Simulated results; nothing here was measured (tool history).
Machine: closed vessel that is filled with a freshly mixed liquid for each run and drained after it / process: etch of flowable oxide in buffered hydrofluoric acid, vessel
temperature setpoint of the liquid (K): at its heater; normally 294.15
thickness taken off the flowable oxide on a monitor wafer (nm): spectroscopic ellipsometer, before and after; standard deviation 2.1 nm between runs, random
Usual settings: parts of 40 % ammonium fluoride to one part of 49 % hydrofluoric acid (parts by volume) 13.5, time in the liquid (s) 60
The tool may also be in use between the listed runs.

run     day  temperature setpoint of the liquid (K)  parts of 40 % ammonium fluoride to one part of 49 % hydrofluoric acid (parts by volume)  time in the liquid (s)  read-back film thickness of the flowable oxide reference wafer, read on the same gauge (nm)  thickness taken off the flowable oxide on a monitor wafer (nm)
  1       0                                  294.15                                                                                     13.5                      60                                                                                        39.98                                                          252.05
  2    3.45                                  291.65                                                                                     13.5                      75                                                                                        40.02                                                          275.38
  3   7.208                                  294.15                                                                                     13.5                      60                                                                                        39.98                                                          255.69
  4  10.708                                  294.15                                                                                     13.5                      60                                                                                           40                                                          252.66
  5  14.388                                  294.15                                                                                     13.5                      60                                                                                        40.02                                                          257.75
  6  15.942                                  294.15                                                                                     13.5                      60                                                                                           40                                                          264.89
  7  18.571                                  294.15                                                                                     13.5                      60                                                                                        39.96                                                          262.69
  8  21.933                                  294.15                                                                                     13.5                      60                                                                                        39.99                                                          261.02
  9  26.417                                  294.15                                                                                     13.5                      60                                                                                           40                                                          260.31
 10   28.85                                  294.15                                                                                     13.5                      80                                                                                        39.99                                                           360.5
       32.2  -- hydrofluoric acid flow meter replaced
 11  32.317                                  294.15                                                                                     13.5                      60                                                                                        39.98                                                          249.33
 12  35.779                                  294.15                                                                                     13.5                      60                                                                                        39.98                                                          248.39
 13  37.433                                  294.15                                                                                       18                      70                                                                                        39.99                                                          219.21
 14  39.317                                  294.15                                                                                     13.5                      60                                                                                        39.98                                                          250.68
 15  43.512                                  292.15                                                                                       16                      40                                                                                        39.99                                                          125.76
 16  46.592                                  294.15                                                                                     13.5                      60                                                                                        40.02                                                             249
 17  49.038                                  294.15                                                                                     13.5                      80                                                                                        39.96                                                          335.53
 18  52.088                                  291.65                                                                                       15                      60                                                                                           40                                                          202.26
     54.392  -- thermometer replaced
 19  54.746                                  294.15                                                                                       17                      60                                                                                        39.99                                                          193.54
 20  56.646                                  290.15                                                                                     18.5                      60                                                                                        40.02                                                          139.55
     56.683  -- gauge calibrated
 21  66.096                                  290.15                                                                                     13.5                      70                                                                                           40                                                          228.91
 22  70.588                                  294.15                                                                                      9.5                      60                                                                                        39.99                                                          341.39
 23  73.579                                  297.15                                                                                     13.5                      60                                                                                        40.04                                                           290.8
 24    75.3                                  294.15                                                                                     13.5                      60                                                                                        39.96                                                          246.24
 25  78.833                                  292.65                                                                                       16                      30                                                                                        40.02                                                           96.78

Each row is a separate what-if for the run after 25, all from the same tool condition, not one after another. Results?
  A  78.862                                  298.65                                                                                     13.5                      60                                                                                            ?                                                               ?
  B  78.862                                  292.65                                                                                     18.5                      45                                                                                            ?                                                               ?
  C  78.862                                  296.15                                                                                     11.5                      50                                                                                            ?                                                               ?
  D  78.862                                  290.15                                                                                     18.5                      45                                                                                            ?                                                               ?
  E  78.862                                  290.15                                                                                     15.5                      95                                                                                            ?                                                               ?

run  read-back film thickness of the flowable oxide reference wafer, read on the same gauge (nm)  thickness taken off the flowable oxide on a monitor wafer (nm)
  A                                                                                           40                                                          319.36
  B                                                                                           40                                                          126.34
  C                                                                                           40                                                          271.75
  D                                                                                           40                                                          109.67
  E                                                                                           40                                                          275.65
Take away the tool's hidden state, keep each run's random variation, and the runs would have read:
run  thickness taken off the flowable oxide on a monitor wafer (nm)
  A                                                          297.63
  B                                                          117.57
  C                                                          253.19
  D                                                          102.01
  E                                                          256.45
